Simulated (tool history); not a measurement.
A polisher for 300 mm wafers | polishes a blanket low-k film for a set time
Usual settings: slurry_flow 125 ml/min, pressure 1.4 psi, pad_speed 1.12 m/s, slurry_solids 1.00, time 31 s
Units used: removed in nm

| run | day | slurry_flow | pressure | pad_speed | slurry_solids | time | incoming thickness of the incoming film, nm | removed |
|---|---|---|---|---|---|---|---|---|
| 1 | 0.000 | 125 | 1.4 | 1.12 | 1.00 | 31 | 482.5 | 9.2 |
|  | 0.325 | slurry blender recalibrated |
|  | 4.192 | conditioning disc replaced and pad reconditioned |
|  | 8.708 | slurry nozzle cleaned |
|  | 9.050 | worn pad replaced by a new one |
| 2 | 9.775 | 125 | 1.4 | 1.12 | 1.00 | 31 | 488.4 | 9.8 |
| 3 | 12.521 | 125 | 1.4 | 1.12 | 1.00 | 31 | 497.3 | 9.6 |
| 4 | 14.517 | 125 | 1.4 | 1.12 | 1.00 | 31 | 484.9 | 9.2 |
| 5 | 16.075 | 125 | 1.4 | 1.12 | 1.00 | 31 | 493.0 | 9.0 |
|  | 17.617 | conditioning disc replaced and pad reconditioned |
| 6 | 19.058 | 125 | 1.4 | 1.12 | 1.00 | 31 | 494.1 | 9.0 |
|  | 20.092 | slurry nozzle cleaned |
|  | 20.633 | worn pad replaced by a new one |
| 7 | 22.617 | 125 | 1.4 | 1.12 | 1.00 | 31 | 494.3 | 9.4 |
|  | 23.062 | slurry blender recalibrated |
| 8 | 24.162 | 125 | 1.4 | 1.12 | 1.00 | 31 | 489.4 | 9.2 |
|  | 25.992 | head pressure recalibrated |
| 9 | 28.517 | 125 | 1.4 | 1.12 | 1.00 | 31 | 489.5 | 8.6 |
|  | 30.029 | conditioning disc replaced and pad reconditioned |
| 10 | 30.142 | 125 | 1.4 | 1.12 | 1.10 | 31 | 498.6 | 9.1 |
|  | 32.733 | slurry nozzle cleaned |
|  | 33.767 | worn pad replaced by a new one |
| 11 | 33.883 | 125 | 1.4 | 1.12 | 1.15 | 31 | 488.5 | 10.0 |
| 12 | 35.512 | 155 | 0.9 | 1.12 | 0.90 | 36 | 487.6 | 7.2 |
| 13 | 39.396 | 125 | 1.4 | 1.12 | 1.00 | 31 | 484.0 | 9.0 |
|  | 41.621 | conditioning disc replaced and pad reconditioned |
| 14 | 43.817 | 125 | 1.8 | 1.12 | 1.00 | 31 | 489.6 | 10.8 |
|  | 44.029 | slurry blender recalibrated |
|  | 45.658 | slurry nozzle cleaned |
| 15 | 46.925 | 125 | 1.4 | 1.12 | 1.00 | 31 | 491.1 | 9.5 |
|  | 48.342 | worn pad replaced by a new one |
| 16 | 49.654 | 150 | 1.7 | 0.96 | 1.00 | 31 | 494.7 | 10.5 |
| 17 | 53.021 | 125 | 1.0 | 1.12 | 1.00 | 31 | 487.4 | 6.4 |

Estimate the outcome of run 18 from the log above:
|  | 53.942 | conditioning disc replaced and pad reconditioned |
| 18 | 55.146 | 125 | 1.4 | 0.78 | 1.00 | 24 | 489.2 | ? |

{"run 18": {"removed": 5.1}}
Without the tool's hidden state the same run would have given removed 5.7 nm.

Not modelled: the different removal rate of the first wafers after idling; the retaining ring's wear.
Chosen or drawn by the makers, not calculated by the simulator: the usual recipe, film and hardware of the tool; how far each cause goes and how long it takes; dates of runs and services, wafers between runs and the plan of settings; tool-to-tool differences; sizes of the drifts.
